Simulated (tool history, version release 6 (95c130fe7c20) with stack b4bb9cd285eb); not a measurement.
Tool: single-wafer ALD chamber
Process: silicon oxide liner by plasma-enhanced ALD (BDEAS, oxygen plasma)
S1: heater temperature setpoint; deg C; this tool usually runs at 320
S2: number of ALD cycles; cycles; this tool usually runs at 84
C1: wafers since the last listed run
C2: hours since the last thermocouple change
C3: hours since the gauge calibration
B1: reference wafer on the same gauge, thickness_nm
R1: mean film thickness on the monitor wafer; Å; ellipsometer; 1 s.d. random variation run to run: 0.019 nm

{"run": 1, "hour": 0.0, "S1": 320, "S2": 90, "C1": 0, "C2": 1260, "C3": 659.6, "B1": 7.889, "R1": 82.2}
{"run": 2, "hour": 48.7, "S1": 327, "S2": 84, "C1": 257, "C2": 1308.7, "C3": 708.3, "B1": 7.897, "R1": 76.16}
{"run": 3, "hour": 109.7, "S1": 327, "S2": 84, "C1": 322, "C2": 1369.7, "C3": 769.3, "B1": 7.895, "R1": 76.42}
{"run": 4, "hour": 191.5, "S1": 327, "S2": 84, "C1": 432, "C2": 1451.5, "C3": 851.1, "B1": 7.898, "R1": 76.31}
{"hour": 418.6, "done": "gauge calibrated"}
{"run": 5, "hour": 476.0, "S1": 320, "S2": 84, "C1": 1504, "C2": 1736, "C3": 57.4, "B1": 7.904, "R1": 77.33}
{"hour": 560.7, "done": "thermocouple changed; heater temperature recalibrated"}
{"run": 6, "hour": 569.2, "S1": 320, "S2": 84, "C1": 450, "C2": 8.5, "C3": 150.6, "B1": 7.904, "R1": 76.06}
{"run": 7, "hour": 671.7, "S1": 320, "S2": 84, "C1": 541, "C2": 111, "C3": 253.1, "B1": 7.911, "R1": 76.23}
{"run": 8, "hour": 740.1, "S1": 320, "S2": 84, "C1": 361, "C2": 179.4, "C3": 321.5, "B1": 7.903, "R1": 76.64}
{"run": 9, "hour": 787.7, "S1": 320, "S2": 84, "C1": 251, "C2": 227, "C3": 369.1, "B1": 7.897, "R1": 76.51}
{"run": 10, "hour": 835.8, "S1": 320, "S2": 84, "C1": 254, "C2": 275.1, "C3": 417.2, "B1": 7.908, "R1": 76.94}
{"run": 11, "hour": 885.3, "S1": 320, "S2": 84, "C1": 261, "C2": 324.6, "C3": 466.7, "B1": 7.902, "R1": 76.37}
{"run": 12, "hour": 926.7, "S1": 320, "S2": 84, "C1": 218, "C2": 366, "C3": 508.1, "B1": 7.898, "R1": 76.24}
{"run": 13, "hour": 1029.7, "S1": 316, "S2": 101, "C1": 544, "C2": 469, "C3": 611.1, "B1": 7.897, "R1": 92.56}
{"run": 14, "hour": 1107.1, "S1": 315, "S2": 84, "C1": 409, "C2": 546.4, "C3": 688.5, "B1": 7.898, "R1": 77.22}
{"run": 15, "hour": 1211.6, "S1": 320, "S2": 84, "C1": 552, "C2": 650.9, "C3": 793, "B1": 7.896, "R1": 76.76}
{"run": 16, "hour": 1258.8, "S1": 328, "S2": 71, "C1": 249, "C2": 698.1, "C3": 840.2, "B1": 7.909, "R1": 63.96}
{"run": 17, "hour": 1313.2, "S1": 332, "S2": 79, "C1": 287, "C2": 752.5, "C3": 894.6, "B1": 7.896, "R1": 70.59}
{"run": 18, "hour": 1397.6, "S1": 327, "S2": 84, "C1": 446, "C2": 836.9, "C3": 979, "B1": 7.888, "R1": 76.02}
{"hour": 1468.9, "done": "gauge calibrated"}
{"run": 19, "hour": 1473.0, "S1": 330, "S2": 68, "C1": 398, "C2": 912.3, "C3": 4.1, "B1": 7.905, "R1": 61.19}
{"run": 20, "hour": 1567.7, "S1": 334, "S2": 100, "C1": 500, "C2": 1007, "C3": 98.8, "B1": 7.895, "R1": 89.27}
{"run": 21, "hour": 1674.2, "S1": 331, "S2": 91, "C1": 563, "C2": 1113.5, "C3": 205.3, "B1": 7.908, "R1": 81.52}
{"run": 22, "hour": 1749.9, "S1": 332, "S2": 84, "C1": 400, "C2": 1189.2, "C3": 281, "B1": 7.898, "R1": 75.46}
{"run": 23, "hour": 1816.8, "S1": 333, "S2": 76, "C1": 353, "C2": 1256.1, "C3": 347.9, "B1": 7.894, "R1": 67.62}
{"run": 24, "hour": 1857.4, "S1": 334, "S2": 71, "C1": 214, "C2": 1296.7, "C3": 388.5, "B1": 7.905, "R1": 63.31}

Exercise: give the hidden state of the tool at every run:
gauge reads high (%): 0 at every run
H1: wafer temperature above the value expected at the setpoint (K)
run=1 H1=-4.7
run=2 H1=-4.85
run=3 H1=-5.03
run=4 H1=-5.28
run=5 H1=-6.14
run=6 H1=0.545
run=7 H1=0.235
run=8 H1=0.0283
run=9 H1=-0.116
run=10 H1=-0.261
run=11 H1=-0.41
run=12 H1=-0.535
run=13 H1=-0.847
run=14 H1=-1.08
run=15 H1=-1.4
run=16 H1=-1.54
run=17 H1=-1.7
run=18 H1=-1.96
run=19 H1=-2.19
run=20 H1=-2.47
run=21 H1=-2.79
run=22 H1=-3.02
run=23 H1=-3.22
run=24 H1=-3.35

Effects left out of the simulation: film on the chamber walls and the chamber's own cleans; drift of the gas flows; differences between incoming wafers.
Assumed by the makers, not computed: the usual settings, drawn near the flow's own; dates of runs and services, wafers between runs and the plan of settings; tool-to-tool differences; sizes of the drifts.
